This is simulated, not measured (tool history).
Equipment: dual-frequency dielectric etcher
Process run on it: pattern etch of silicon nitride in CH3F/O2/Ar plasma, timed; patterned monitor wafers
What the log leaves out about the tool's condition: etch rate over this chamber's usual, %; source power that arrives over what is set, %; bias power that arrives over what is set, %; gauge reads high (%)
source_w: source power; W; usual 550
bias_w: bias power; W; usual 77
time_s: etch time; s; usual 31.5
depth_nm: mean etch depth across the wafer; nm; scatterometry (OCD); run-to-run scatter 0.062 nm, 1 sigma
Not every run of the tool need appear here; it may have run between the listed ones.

run   hour  source_w  bias_w  time_s  wafers since the last listed run  hours since the last wet clean  hours since the last source power generator calibration  hours since the last bias power generator calibration  hours since the last upper electrode change  hours since the gauge calibration  read-back reference wafer on the same gauge, depth_nm  depth_nm
  1    0.0       640      77    31.5                                 0                           350.5                                                   1818.4                                                 1090.6                                       1901.0                              416.7                                                  34.91     31.04
  2   63.3       640      77    31.5                               684                           413.8                                                   1881.7                                                 1153.9                                       1964.3                              480.0                                                  34.91     30.94
  3  102.6       550      77    31.5                               424                           453.1                                                   1921.0                                                 1193.2                                       2003.6                              519.3                                                  34.91     28.63
  4  142.4       550      77    31.5                               430                           492.9                                                   1960.8                                                 1233.0                                       2043.4                              559.1                                                  34.91     28.65
  5  208.5       550      67    31.5                               714                           559.0                                                   2026.9                                                 1299.1                                       2109.5                              625.2                                                  34.89     27.32
  6  250.1       550      67    31.5                               449                           600.6                                                   2068.5                                                 1340.7                                       2151.1                              666.8                                                  34.90     27.20
  7  288.2       550      67    31.5                               411                           638.7                                                   2106.6                                                 1378.8                                       2189.2                              704.9                                                  34.87     27.25
     342.6  -- wet clean of the chamber
  8  343.1       550      77    31.5                               333                             0.5                                                   2161.5                                                 1433.7                                       2244.1                              759.8                                                  34.91     29.11
     374.6  -- gauge calibrated
  9  384.1       550      77    31.5                               443                            41.5                                                   2202.5                                                 1474.7                                       2285.1                                9.5                                                  34.92     29.11
     394.0  -- source power generator calibrated
 10  421.3       460      77    35.0                               358                            78.7                                                     27.3                                                 1511.9                                       2322.3                               46.7                                                  34.87     29.53
     456.5  -- upper electrode replaced, of another model than before
 11  457.0       550      77    31.5                               126                           114.4                                                     63.0                                                 1547.6                                          0.5                               82.4                                                  34.88     29.17
 12  477.6       550      61    29.0                               222                           135.0                                                     83.6                                                 1568.2                                         21.1                              103.0                                                  34.91     25.73
 13  513.8       620      60    28.0                               391                           171.2                                                    119.8                                                 1604.4                                         57.3                              139.2                                                  34.88     26.90
 14  538.9       650      92    24.0                               271                           196.3                                                    144.9                                                 1629.5                                         82.4                              164.3                                                  34.91     25.60
 15  601.0       550      77    39.5                               671                           258.4                                                    207.0                                                 1691.6                                        144.5                              226.4                                                  34.91     36.33
     621.1  -- bias power generator calibrated
 16  645.6       550      77    31.5                               438                           303.0                                                    251.6                                                   24.5                                        189.1                              271.0                                                  34.87     28.96
 17  691.1       550      71    39.0                               491                           348.5                                                    297.1                                                   70.0                                        234.6                              316.5                                                  34.91     35.28
 18  757.7       460      77    35.0                               719                           415.1                                                    363.7                                                  136.6                                        301.2                              383.1                                                  34.90     27.78
 19  799.6       590      77    36.5                               452                           457.0                                                    405.6                                                  178.5                                        343.1                              425.0                                                  34.88     35.12

Branching from run 19: 3 alternative next runs. What would each branch give?
  A  800.0       550      77    31.5                                 4                           457.4                                                    406.0                                                  178.9                                        343.5                              425.4                                                      ?         ?
  B  800.0       450      83    34.0                                 4                           457.4                                                    406.0                                                  178.9                                        343.5                              425.4                                                      ?         ?
  C  800.0       550      86    36.0                                 4                           457.4                                                    406.0                                                  178.9                                        343.5                              425.4                                                      ?         ?

run  read-back reference wafer on the same gauge, depth_nm  depth_nm
  A                                                  34.90     28.86
  B                                                  34.90     26.87
  C                                                  34.90     33.67
With the hidden condition removed and each run's random variation left untouched, the same runs would have given:
run  depth_nm
  A     29.20
  B     27.18
  C     34.07
